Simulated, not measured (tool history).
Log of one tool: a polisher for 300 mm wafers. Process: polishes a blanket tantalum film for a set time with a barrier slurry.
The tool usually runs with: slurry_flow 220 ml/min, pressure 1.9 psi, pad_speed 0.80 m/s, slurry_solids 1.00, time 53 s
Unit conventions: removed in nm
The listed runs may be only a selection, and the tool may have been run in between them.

run	day	slurry_flow	pressure	pad_speed	slurry_solids	time	incoming thickness of the incoming film, nm	removed
1	0.000	220	1.9	0.80	1.00	53	451.1	64.3
2	2.804	220	1.9	0.80	1.00	53	458.3	63.7
3	5.550	220	1.9	0.80	1.00	53	460.5	64.5
# day 5.967: worn pad replaced by a new one
4	6.579	220	1.9	0.80	1.00	53	454.6	64.2
# day 6.929: slurry blender recalibrated
5	8.175	220	1.9	0.80	1.00	53	454.6	64.6
# day 8.283: slurry nozzle cleaned
6	10.696	220	1.9	0.80	1.00	53	454.8	64.5
7	11.992	220	1.9	0.90	0.75	53	457.9	62.2
8	14.638	220	1.9	0.90	0.75	53	466.6	63.4
# day 15.162: worn pad replaced by a new one
9	15.771	220	1.9	0.80	1.00	53	466.1	65.9
10	17.854	220	1.9	0.80	1.00	53	459.7	65.3
11	19.117	220	1.9	0.80	1.00	53	461.9	65.2
12	20.833	220	1.9	0.80	1.00	53	456.1	64.9
# day 21.217: slurry blender recalibrated
13	23.250	220	1.9	0.80	1.00	53	462.0	65.5
14	25.338	220	1.9	0.80	1.00	53	461.0	65.6
# day 25.783: worn pad replaced by a new one
15	27.367	220	1.9	0.60	0.90	66	464.2	57.4
# day 27.762: slurry nozzle cleaned
16	29.475	220	1.9	0.80	1.00	53	457.9	65.5
17	31.671	220	1.6	0.80	1.00	70	452.8	73.1
18	32.762	185	1.5	0.80	1.00	53	460.9	50.8
# day 32.933: slurry blender recalibrated
19	34.121	220	1.9	0.80	1.00	47	455.8	57.9
20	35.600	220	1.9	0.80	1.00	53	458.4	65.7
21	36.625	270	1.3	1.00	0.80	53	461.9	51.0
# day 36.992: worn pad replaced by a new one
22	38.446	220	1.9	0.80	1.00	53	457.9	64.5
# day 38.571: head pressure recalibrated
23	40.771	160	1.9	0.64	1.00	53	457.1	46.7
24	42.275	165	1.9	0.66	1.00	53	457.5	48.9
# day 44.275: slurry blender recalibrated
25	44.454	285	1.9	0.80	1.00	53	452.2	62.4
# day 46.462: worn pad replaced by a new one
26	46.483	220	2.6	0.80	1.15	53	462.5	90.3
27	49.333	220	1.9	0.80	1.00	53	461.3	61.6
# day 51.162: slurry nozzle cleaned
28	51.329	155	1.6	0.80	1.00	47	461.1	45.4

3 options for the next run, each taken on its own from the tool as it stands now. Forecast them:
A	51.346	180	1.9	0.80	1.00	53	453.5	?
B	51.346	220	1.9	0.56	1.00	53	453.5	?
C	51.346	220	1.9	0.54	1.00	53	453.5	?

run	removed
A	60.3
B	43.0
C	41.4
With the hidden condition removed and each run's random variation left untouched, the same runs would have given:
run	removed
A	57.7
B	41.1
C	39.7
